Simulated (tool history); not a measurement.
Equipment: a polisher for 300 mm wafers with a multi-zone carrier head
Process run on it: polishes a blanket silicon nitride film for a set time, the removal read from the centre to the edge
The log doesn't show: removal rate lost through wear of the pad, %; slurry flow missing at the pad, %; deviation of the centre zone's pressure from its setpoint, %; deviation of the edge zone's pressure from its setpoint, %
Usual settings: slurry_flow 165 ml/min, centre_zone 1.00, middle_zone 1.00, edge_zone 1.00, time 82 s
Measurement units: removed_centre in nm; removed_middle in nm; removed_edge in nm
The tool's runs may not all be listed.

| run | hour | slurry_flow | centre_zone | middle_zone | edge_zone | time | wafers since the last listed run | wafers polished on this pad | hours since the slurry nozzle was cleaned | hours since the centre zone pressure was calibrated | hours since the edge zone pressure was calibrated | hours since the carrier head's membrane was replaced | incoming thickness of the incoming film, nm | removed_centre | removed_middle | removed_edge |
|---|---|---|---|---|---|---|---|---|---|---|---|---|---|---|---|---|
| 1 | 0.0 | 165 | 1.00 | 1.00 | 1.00 | 82 | 0 | 211 | 68.8 | 614.7 | 929.7 | 1066.1 | 532.1 | 160.1 | 156.2 | 156.0 |
| 2 | 13.7 | 165 | 1.00 | 1.00 | 1.00 | 82 | 125 | 336 | 82.5 | 628.4 | 943.4 | 1079.8 | 534.0 | 158.6 | 154.0 | 155.9 |
| 3 | 29.6 | 165 | 1.00 | 1.00 | 1.00 | 82 | 145 | 482 | 98.4 | 644.3 | 959.3 | 1095.7 | 542.2 | 156.3 | 155.9 | 160.0 |
|  | 38.0 | carrier head's membrane replaced by a new one, of another model than before |
| 4 | 44.3 | 165 | 1.00 | 1.00 | 1.00 | 82 | 88 | 571 | 113.1 | 659.0 | 974.0 | 6.3 | 544.1 | 157.6 | 150.9 | 149.0 |
| 5 | 72.4 | 165 | 1.00 | 1.00 | 1.00 | 82 | 257 | 829 | 141.2 | 687.1 | 1002.1 | 34.4 | 551.6 | 153.5 | 151.4 | 150.4 |
| 6 | 86.6 | 165 | 1.00 | 1.00 | 1.00 | 58 | 130 | 959 | 155.4 | 701.3 | 1016.3 | 48.6 | 538.1 | 105.8 | 104.3 | 107.1 |
| 7 | 141.9 | 105 | 1.00 | 1.00 | 1.00 | 82 | 507 | 1467 | 210.7 | 756.6 | 1071.6 | 103.9 | 543.9 | 129.8 | 131.5 | 135.6 |
|  | 148.4 | worn pad replaced by a new one |
|  | 161.9 | edge zone pressure recalibrated |
| 8 | 167.2 | 165 | 1.00 | 0.92 | 1.00 | 82 | 177 | 154 | 236.0 | 781.9 | 5.3 | 129.2 | 535.6 | 159.9 | 145.0 | 159.5 |
|  | 184.4 | slurry nozzle cleaned |
| 9 | 184.9 | 165 | 1.00 | 1.00 | 1.00 | 82 | 153 | 307 | 0.5 | 799.6 | 23.0 | 146.9 | 547.6 | 161.0 | 153.8 | 157.5 |
|  | 201.2 | centre zone pressure recalibrated |
| 10 | 203.8 | 165 | 1.00 | 1.00 | 1.00 | 69 | 155 | 462 | 19.4 | 2.6 | 41.9 | 165.8 | 543.7 | 131.1 | 128.5 | 134.8 |
| 11 | 221.0 | 165 | 1.00 | 1.00 | 1.00 | 82 | 157 | 620 | 36.6 | 19.8 | 59.1 | 183.0 | 534.2 | 151.8 | 150.1 | 153.6 |
| 12 | 300.3 | 110 | 1.00 | 0.95 | 1.00 | 82 | 727 | 1347 | 115.9 | 99.1 | 138.4 | 262.3 | 535.9 | 132.7 | 122.9 | 136.8 |
| 13 | 323.3 | 130 | 1.07 | 1.00 | 1.10 | 94 | 210 | 1558 | 138.9 | 122.1 | 161.4 | 285.3 | 536.8 | 160.8 | 151.3 | 167.7 |
| 14 | 354.9 | 145 | 0.96 | 0.89 | 0.96 | 82 | 289 | 1848 | 170.5 | 153.7 | 193.0 | 316.9 | 541.9 | 135.4 | 117.1 | 136.2 |
|  | 361.6 | worn pad replaced by a new one |
| 15 | 376.0 | 110 | 1.00 | 1.08 | 1.00 | 82 | 156 | 132 | 191.6 | 174.8 | 214.1 | 338.0 | 537.1 | 146.9 | 160.2 | 158.3 |
| 16 | 401.1 | 165 | 1.00 | 1.00 | 1.00 | 101 | 230 | 362 | 216.7 | 199.9 | 239.2 | 363.1 | 531.9 | 204.8 | 198.9 | 196.9 |
| 17 | 437.0 | 165 | 1.00 | 1.00 | 1.00 | 82 | 329 | 691 | 252.6 | 235.8 | 275.1 | 399.0 | 543.2 | 158.3 | 153.8 | 157.3 |
| 18 | 464.7 | 165 | 1.00 | 1.00 | 1.00 | 82 | 254 | 946 | 280.3 | 263.5 | 302.8 | 426.7 | 543.8 | 155.1 | 151.9 | 154.8 |
|  | 468.0 | slurry nozzle cleaned |
| 19 | 495.9 | 165 | 0.95 | 1.00 | 1.00 | 101 | 277 | 1223 | 27.9 | 294.7 | 334.0 | 457.9 | 544.8 | 181.6 | 181.8 | 183.8 |
| 20 | 531.6 | 165 | 1.00 | 1.00 | 1.00 | 82 | 327 | 1550 | 63.6 | 330.4 | 369.7 | 493.6 | 529.0 | 145.3 | 146.4 | 147.4 |
| 21 | 551.5 | 195 | 1.00 | 0.89 | 1.00 | 82 | 182 | 1733 | 83.5 | 350.3 | 389.6 | 513.5 | 538.8 | 153.1 | 128.8 | 148.3 |
|  | 556.2 | worn pad replaced by a new one |
| 22 | 584.4 | 165 | 1.00 | 1.00 | 1.00 | 82 | 265 | 258 | 116.4 | 383.2 | 422.5 | 546.4 | 535.9 | 159.2 | 162.7 | 163.6 |

Describe how what the log doesn't record of the tool's condition differs between the last listed run preceding each entry between runs and the first listed run following it.
Run 3 -> run 4: carrier head's membrane replaced by a new one, of another model than before (hour 38.0)
  removal rate lost through wear of the pad, %: 5.66 -> 6.6
  the result without the hidden state subtracted from the measured one, removed_centre: -9.3 -> -11.2 nm; removed_middle: -9.4 -> -10.7 nm; removed_edge: -9.6 -> -10.6 nm
Run 7 -> run 8: worn pad replaced by a new one (hour 148.4); edge zone pressure recalibrated (hour 161.9)
  removal rate lost through wear of the pad, %: 12.9 -> 3.42
  the result without the hidden state subtracted from the measured one, removed_centre: -19.1 -> -5.7 nm; removed_middle: -19.4 -> -5.1 nm; removed_edge: -19.9 -> -5.7 nm
Run 8 -> run 9: slurry nozzle cleaned (hour 184.4)
  removal rate lost through wear of the pad, %: 3.42 -> 4.55
  the result without the hidden state subtracted from the measured one, removed_centre: -5.7 -> -7.7 nm; removed_middle: -5.1 -> -7.3 nm; removed_edge: -5.7 -> -7.5 nm
Run 9 -> run 10: centre zone pressure recalibrated (hour 201.2)
  removal rate lost through wear of the pad, %: 4.55 -> 5.76
  the result without the hidden state subtracted from the measured one, removed_centre: -7.7 -> -8.0 nm; removed_middle: -7.3 -> -7.8 nm; removed_edge: -7.5 -> -8.3 nm
Run 14 -> run 15: worn pad replaced by a new one (hour 361.6)
  removal rate lost through wear of the pad, %: 15.4 -> 1.08
  the result without the hidden state subtracted from the measured one, removed_centre: -24.8 -> -1.6 nm; removed_middle: -21.4 -> -1.7 nm; removed_edge: -24.9 -> -1.7 nm
Run 18 -> run 19: slurry nozzle cleaned (hour 468.0)
  removal rate lost through wear of the pad, %: 6.76 -> 8.76
  the result without the hidden state subtracted from the measured one, removed_centre: -11.3 -> -17.4 nm; removed_middle: -11.0 -> -17.4 nm; removed_edge: -11.2 -> -17.7 nm
Run 21 -> run 22: worn pad replaced by a new one (hour 556.2)
  removal rate lost through wear of the pad, %: 12.3 -> 2.38
  the result without the hidden state subtracted from the measured one, removed_centre: -21.5 -> -3.9 nm; removed_middle: -18.1 -> -4.0 nm; removed_edge: -20.8 -> -4.0 nm
